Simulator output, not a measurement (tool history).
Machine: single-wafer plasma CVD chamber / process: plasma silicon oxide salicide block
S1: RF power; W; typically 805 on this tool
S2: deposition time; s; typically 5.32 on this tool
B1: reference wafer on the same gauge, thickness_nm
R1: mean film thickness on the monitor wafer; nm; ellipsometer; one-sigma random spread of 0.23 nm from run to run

run     day   S1    S2      B1      R1
  1       0  860  5.32  66.103  62.384
  2   1.629  885  5.98  66.008  69.887
  3   5.767  885  5.98   66.03  69.447
  4   8.379  805  5.32  66.089  60.613
  5  12.429  805  5.32  66.014  60.623
  6  14.975  805  5.32  66.051      61
  7  17.325  805  5.32   66.09  60.597
  8  18.975  845  5.32  66.104   61.59
  9  21.629  845  5.32  66.166  60.814
 10   25.25  845  5.32  66.101   61.19
 11  29.279  805  5.32  66.129  60.799
 12  32.571  805  5.06  66.114  57.822
     33.479  -- showerhead replaced
     33.504  -- gauge calibrated
     35.317  -- RF generator calibrated
 13  36.588  805  4.76  66.178  55.669
 14  40.875  805  6.08  66.036  70.542
 15  45.308  805  5.32  66.081  61.417
 16  48.367  905  4.56  66.102  54.429
 17  51.625  805  5.32  66.014  61.769
 18  54.221  670  5.32  66.105  59.353
 19  58.188  910  6.22  66.109  74.089
 20  60.996  685  5.84  66.033  64.753
 21  63.804  805  4.43  66.126  50.956
 22  67.533  805  4.91  66.077  56.677
 23  69.688  805  5.32  66.082  61.359
 24  72.917  955  6.08   66.11  72.969
 25  76.696  805  4.88  66.044  56.193

Below are 4 alternative next runs, each starting from the tool's condition after run 25. Predict each:
  A  76.712  805  4.27   ?   ?
  B  76.712  805  4.96   ?   ?
  C  76.712  745  5.32   ?   ?
  D  76.712  695  5.32   ?   ?

run      B1      R1
  A  66.071  49.318
  B  66.071  57.288
  C  66.071  60.399
  D  66.071  59.494
The same runs, with their run-to-run variation unchanged, on a tool lacking any hidden condition would have given:
run      R1
  A  49.945
  B  58.016
  C  61.168
  D  60.251
